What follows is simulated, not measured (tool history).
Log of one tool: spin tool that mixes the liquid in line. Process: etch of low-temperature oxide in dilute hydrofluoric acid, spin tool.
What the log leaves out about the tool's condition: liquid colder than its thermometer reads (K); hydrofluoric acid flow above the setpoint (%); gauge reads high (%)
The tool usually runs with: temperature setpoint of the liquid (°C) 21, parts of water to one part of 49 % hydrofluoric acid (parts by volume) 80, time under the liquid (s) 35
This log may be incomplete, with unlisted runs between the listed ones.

run   hour  temperature setpoint of the liquid (°C)  parts of water to one part of 49 % hydrofluoric acid (parts by volume)  time under the liquid (s)  wafers since the last listed run  hours since the thermometer was replaced  hours since the hydrofluoric acid flow meter was replaced  hours since the gauge calibration  read-back film thickness of the low-temperature oxide reference wafer, read on the same gauge (nm)  thickness taken off the low-temperature oxide on a monitor wafer (angstrom)
  1      0                                       21                                                                     110                         35                                 0                                     393.2                                                      675.2                              214.3                                                                                              119.99                                                                        108.1
  2     31                                       21                                                                     110                         35                               313                                     424.2                                                      706.2                              245.3                                                                                              120.02                                                                        107.2
  3   41.9                                       21                                                                      80                         35                               110                                     435.1                                                      717.1                              256.2                                                                                              120.01                                                                        153.9
  4     59                                       21                                                                      80                         35                               172                                     452.2                                                      734.2                              273.3                                                                                              120.01                                                                        153.6
  5   74.3                                       21                                                                      80                         35                               154                                     467.5                                                      749.5                              288.6                                                                                              120.03                                                                        153.2
  6   91.4                                       21                                                                      80                         35                               172                                     484.6                                                      766.6                              305.7                                                                                              120.04                                                                        154.7
  7  107.7                                       21                                                                      80                         35                               164                                     500.9                                                      782.9                                322                                                                                              120.04                                                                        155.6
     120.8  -- hydrofluoric acid flow meter replaced
  8  121.3                                       21                                                                      80                         35                               127                                     514.5                                                        0.5                              335.6                                                                                              120.04                                                                        144.2
  9  138.2                                       21                                                                      60                         25                               170                                     531.4                                                       17.4                              352.5                                                                                              119.99                                                                        139.9
       140  -- gauge calibrated
     142.1  -- thermometer replaced
 10  166.4                                       21                                                                      80                         35                               274                                      24.3                                                       45.6                               26.4                                                                                              120.01                                                                        142.2
 11  173.5                                       21                                                                      60                         25                                71                                      31.4                                                       52.7                               33.5                                                                                              120.02                                                                        138.8
 12  189.8                                       21                                                                      80                         35                               164                                      47.7                                                         69                               49.8                                                                                              120.02                                                                        144.7
 13  202.5                                     23.5                                                                     110                         35                               128                                      60.4                                                       81.7                               62.5                                                                                              119.98                                                                        111.9
 14  215.8                                     22.5                                                                      80                         35                               134                                      73.7                                                         95                               75.8                                                                                                 120                                                                        153.8
 15  253.8                                       21                                                                     105                         45                               383                                     111.7                                                        133                              113.8                                                                                              119.94                                                                        139.7
 16  262.9                                       21                                                                      55                         25                                91                                     120.8                                                      142.1                              122.9                                                                                              119.98                                                                        154.9
 17  274.9                                       21                                                                      80                         35                               121                                     132.8                                                      154.1                              134.9                                                                                              120.01                                                                        145.4
 18  287.8                                       17                                                                      50                         20                               130                                     145.7                                                        167                              147.8                                                                                              120.07                                                                        115.9
 19  300.6                                       18                                                                      80                         25                               129                                     158.5                                                      179.8                              160.6                                                                                                 120                                                                         90.3
 20  314.6                                     17.5                                                                      80                         25                               141                                     172.5                                                      193.8                              174.6                                                                                              119.99                                                                           90
 21  322.3                                       21                                                                     110                         35                                77                                     180.2                                                      201.5                              182.3                                                                                              120.01                                                                          103

Table of differences, measured result less the result of that run with no hidden state. Run-to-run variation is the same in both. Gauge scatter possibly is not:
run  thickness taken off the low-temperature oxide on a monitor wafer (angstrom)
  1                                                                         +7.3
  2                                                                         +7.5
  3                                                                        +10.7
  4                                                                        +10.8
  5                                                                          +11
  6                                                                        +11.3
  7                                                                        +11.6
  8                                                                         +0.4
  9                                                                         +0.6
 10                                                                         +0.9
 11                                                                           +1
 12                                                                         +1.3
 13                                                                         +1.1
 14                                                                         +1.7
 15                                                                         +2.1
 16                                                                         +2.3
 17                                                                         +2.4
 18                                                                           +2
 19                                                                         +1.7
 20                                                                         +1.8
 21                                                                         +2.2
